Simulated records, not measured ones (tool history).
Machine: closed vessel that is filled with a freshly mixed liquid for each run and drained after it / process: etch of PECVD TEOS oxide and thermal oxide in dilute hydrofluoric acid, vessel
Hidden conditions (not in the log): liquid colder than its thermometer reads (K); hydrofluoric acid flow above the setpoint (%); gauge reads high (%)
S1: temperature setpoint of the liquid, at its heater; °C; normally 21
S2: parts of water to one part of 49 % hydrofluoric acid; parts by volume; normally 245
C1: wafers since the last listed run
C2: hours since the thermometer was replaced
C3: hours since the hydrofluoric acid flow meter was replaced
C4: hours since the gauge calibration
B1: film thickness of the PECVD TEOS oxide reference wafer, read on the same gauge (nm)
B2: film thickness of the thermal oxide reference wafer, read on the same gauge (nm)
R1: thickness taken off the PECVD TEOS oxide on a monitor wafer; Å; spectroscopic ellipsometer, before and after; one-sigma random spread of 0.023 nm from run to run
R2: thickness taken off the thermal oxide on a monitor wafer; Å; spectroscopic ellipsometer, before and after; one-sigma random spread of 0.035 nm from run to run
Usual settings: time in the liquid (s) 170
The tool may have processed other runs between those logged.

{"run": 1, "hour": 0.0, "S1": 21, "S2": 245, "time in the liquid (s)": 170, "C1": 0, "C2": 1212.3, "C3": 2049.5, "C4": 214.4, "B1": 80.01, "B2": 50.026, "R1": 72.3, "R2": 22.98}
{"run": 2, "hour": 7.9, "S1": 21, "S2": 245, "time in the liquid (s)": 170, "C1": 576, "C2": 1220.2, "C3": 2057.4, "C4": 222.3, "B1": 80.03, "B2": 49.985, "R1": 72.4, "R2": 23.86}
{"run": 3, "hour": 18.1, "S1": 21, "S2": 245, "time in the liquid (s)": 210, "C1": 744, "C2": 1230.4, "C3": 2067.6, "C4": 232.5, "B1": 80.02, "B2": 49.977, "R1": 89.6, "R2": 28.75}
{"run": 4, "hour": 26.2, "S1": 21, "S2": 245, "time in the liquid (s)": 210, "C1": 591, "C2": 1238.5, "C3": 2075.7, "C4": 240.6, "B1": 79.99, "B2": 49.99, "R1": 89.3, "R2": 28.9}
{"run": 5, "hour": 41.1, "S1": 21, "S2": 245, "time in the liquid (s)": 210, "C1": 1088, "C2": 1253.4, "C3": 2090.6, "C4": 255.5, "B1": 79.98, "B2": 50.001, "R1": 89.5, "R2": 28.64}
{"run": 6, "hour": 49.7, "S1": 18, "S2": 215, "time in the liquid (s)": 170, "C1": 628, "C2": 1262, "C3": 2099.2, "C4": 264.1, "B1": 79.99, "B2": 49.972, "R1": 74.6, "R2": 24.37}
{"run": 7, "hour": 62.0, "S1": 18, "S2": 215, "time in the liquid (s)": 170, "C1": 898, "C2": 1274.3, "C3": 2111.5, "C4": 276.4, "B1": 80, "B2": 50.001, "R1": 74.5, "R2": 24.35}
{"run": 8, "hour": 72.3, "S1": 18, "S2": 215, "time in the liquid (s)": 170, "C1": 752, "C2": 1284.6, "C3": 2121.8, "C4": 286.7, "B1": 80, "B2": 50.001, "R1": 74.4, "R2": 24.49}
{"run": 9, "hour": 79.7, "S1": 21, "S2": 280, "time in the liquid (s)": 170, "C1": 540, "C2": 1292, "C3": 2129.2, "C4": 294.1, "B1": 80, "B2": 49.98, "R1": 61.1, "R2": 19.51}
{"hour": 84.9, "done": "thermometer replaced"}
{"run": 10, "hour": 96.1, "S1": 21, "S2": 280, "time in the liquid (s)": 170, "C1": 1124, "C2": 11.2, "C3": 2145.6, "C4": 310.5, "B1": 80.02, "B2": 49.999, "R1": 68.5, "R2": 21.97}
{"run": 11, "hour": 104.2, "S1": 17.5, "S2": 245, "time in the liquid (s)": 105, "C1": 591, "C2": 19.3, "C3": 2153.7, "C4": 318.6, "B1": 80, "B2": 50.003, "R1": 43.2, "R2": 14.23}
{"run": 12, "hour": 119.1, "S1": 21, "S2": 245, "time in the liquid (s)": 95, "C1": 1088, "C2": 34.2, "C3": 2168.6, "C4": 333.5, "B1": 80.03, "B2": 50.001, "R1": 44.9, "R2": 14.73}
{"hour": 125.4, "done": "gauge calibrated"}
{"run": 13, "hour": 131.6, "S1": 21, "S2": 245, "time in the liquid (s)": 170, "C1": 912, "C2": 46.7, "C3": 2181.1, "C4": 6.2, "B1": 80.01, "B2": 49.996, "R1": 80.9, "R2": 26.62}
{"run": 14, "hour": 146.0, "S1": 17, "S2": 165, "time in the liquid (s)": 240, "C1": 1051, "C2": 61.1, "C3": 2195.5, "C4": 20.6, "B1": 80, "B2": 50.009, "R1": 153.8, "R2": 49.65}
{"run": 15, "hour": 156.3, "S1": 21, "S2": 320, "time in the liquid (s)": 170, "C1": 752, "C2": 71.4, "C3": 2205.8, "C4": 30.9, "B1": 79.97, "B2": 50.022, "R1": 58.1, "R2": 18.88}
{"run": 16, "hour": 170.2, "S1": 21, "S2": 245, "time in the liquid (s)": 170, "C1": 1015, "C2": 85.3, "C3": 2219.7, "C4": 44.8, "B1": 80.01, "B2": 50.016, "R1": 80.4, "R2": 25.99}
{"run": 17, "hour": 178.4, "S1": 21, "S2": 245, "time in the liquid (s)": 170, "C1": 598, "C2": 93.5, "C3": 2227.9, "C4": 53, "B1": 80, "B2": 50.008, "R1": 80.5, "R2": 25.9}
{"run": 18, "hour": 189.9, "S1": 21, "S2": 245, "time in the liquid (s)": 170, "C1": 839, "C2": 105, "C3": 2239.4, "C4": 64.5, "B1": 79.99, "B2": 49.994, "R1": 80.4, "R2": 25.01}
{"hour": 209.1, "done": "hydrofluoric acid flow meter replaced"}
{"run": 19, "hour": 233.5, "S1": 17, "S2": 195, "time in the liquid (s)": 100, "C1": 3111, "C2": 148.6, "C3": 24.4, "C4": 108.1, "B1": 79.98, "B2": 50.039, "R1": 45.9, "R2": 14.92}
{"run": 20, "hour": 250.3, "S1": 21, "S2": 245, "time in the liquid (s)": 170, "C1": 1226, "C2": 165.4, "C3": 41.2, "C4": 124.9, "B1": 80.02, "B2": 50.018, "R1": 69.7, "R2": 21.96}
{"run": 21, "hour": 264.3, "S1": 19, "S2": 360, "time in the liquid (s)": 245, "C1": 1022, "C2": 179.4, "C3": 55.2, "C4": 138.9, "B1": 80.01, "B2": 49.999, "R1": 57.3, "R2": 18.12}
{"run": 22, "hour": 278.0, "S1": 19.5, "S2": 245, "time in the liquid (s)": 170, "C1": 1000, "C2": 193.1, "C3": 68.9, "C4": 152.6, "B1": 80.03, "B2": 50.003, "R1": 65.5, "R2": 21.19}
{"run": 23, "hour": 284.6, "S1": 21, "S2": 300, "time in the liquid (s)": 170, "C1": 482, "C2": 199.7, "C3": 75.5, "C4": 159.2, "B1": 80.02, "B2": 50.014, "R1": 53.7, "R2": 17.5}
{"run": 24, "hour": 298.6, "S1": 21, "S2": 245, "time in the liquid (s)": 170, "C1": 1022, "C2": 213.7, "C3": 89.5, "C4": 173.2, "B1": 79.98, "B2": 50.005, "R1": 69.7, "R2": 21.83}
{"run": 25, "hour": 306.3, "S1": 19.5, "S2": 300, "time in the liquid (s)": 230, "C1": 562, "C2": 221.4, "C3": 97.2, "C4": 180.9, "B1": 79.99, "B2": 50.009, "R1": 68.9, "R2": 22.16}
{"run": 26, "hour": 322.8, "S1": 18, "S2": 315, "time in the liquid (s)": 170, "C1": 1205, "C2": 237.9, "C3": 113.7, "C4": 197.4, "B1": 79.98, "B2": 50.031, "R1": 45.3, "R2": 14.67}

Branching from run 26: 4 alternative next runs. What would each branch give?
{"run": "A", "hour": 323.5, "S1": 25, "S2": 245, "time in the liquid (s)": 170, "C1": 51, "C2": 238.6, "C3": 114.4, "C4": 198.1, "B1": "?", "B2": "?", "R1": "?", "R2": "?"}
{"run": "B", "hour": 323.5, "S1": 19.5, "S2": 245, "time in the liquid (s)": 240, "C1": 51, "C2": 238.6, "C3": 114.4, "C4": 198.1, "B1": "?", "B2": "?", "R1": "?", "R2": "?"}
{"run": "C", "hour": 323.5, "S1": 22.5, "S2": 345, "time in the liquid (s)": 270, "C1": 51, "C2": 238.6, "C3": 114.4, "C4": 198.1, "B1": "?", "B2": "?", "R1": "?", "R2": "?"}
{"run": "D", "hour": 323.5, "S1": 17, "S2": 300, "time in the liquid (s)": 220, "C1": 51, "C2": 238.6, "C3": 114.4, "C4": 198.1, "B1": "?", "B2": "?", "R1": "?", "R2": "?"}

run=A B1=80.02 B2=50.02 R1=80.3 R2=26.05
run=B B1=80.02 B2=50.02 R1=92.5 R2=29.99
run=C B1=80.02 B2=50.02 R1=75.4 R2=24.45
run=D B1=80.02 B2=50.02 R1=60 R2=19.47
Take away the tool's hidden state, keep each run's random variation, and the runs would have read:
run=A R1=81.6 R2=26.46
run=B R1=94.1 R2=30.53
run=C R1=76.5 R2=24.81
run=D R1=61.1 R2=19.81

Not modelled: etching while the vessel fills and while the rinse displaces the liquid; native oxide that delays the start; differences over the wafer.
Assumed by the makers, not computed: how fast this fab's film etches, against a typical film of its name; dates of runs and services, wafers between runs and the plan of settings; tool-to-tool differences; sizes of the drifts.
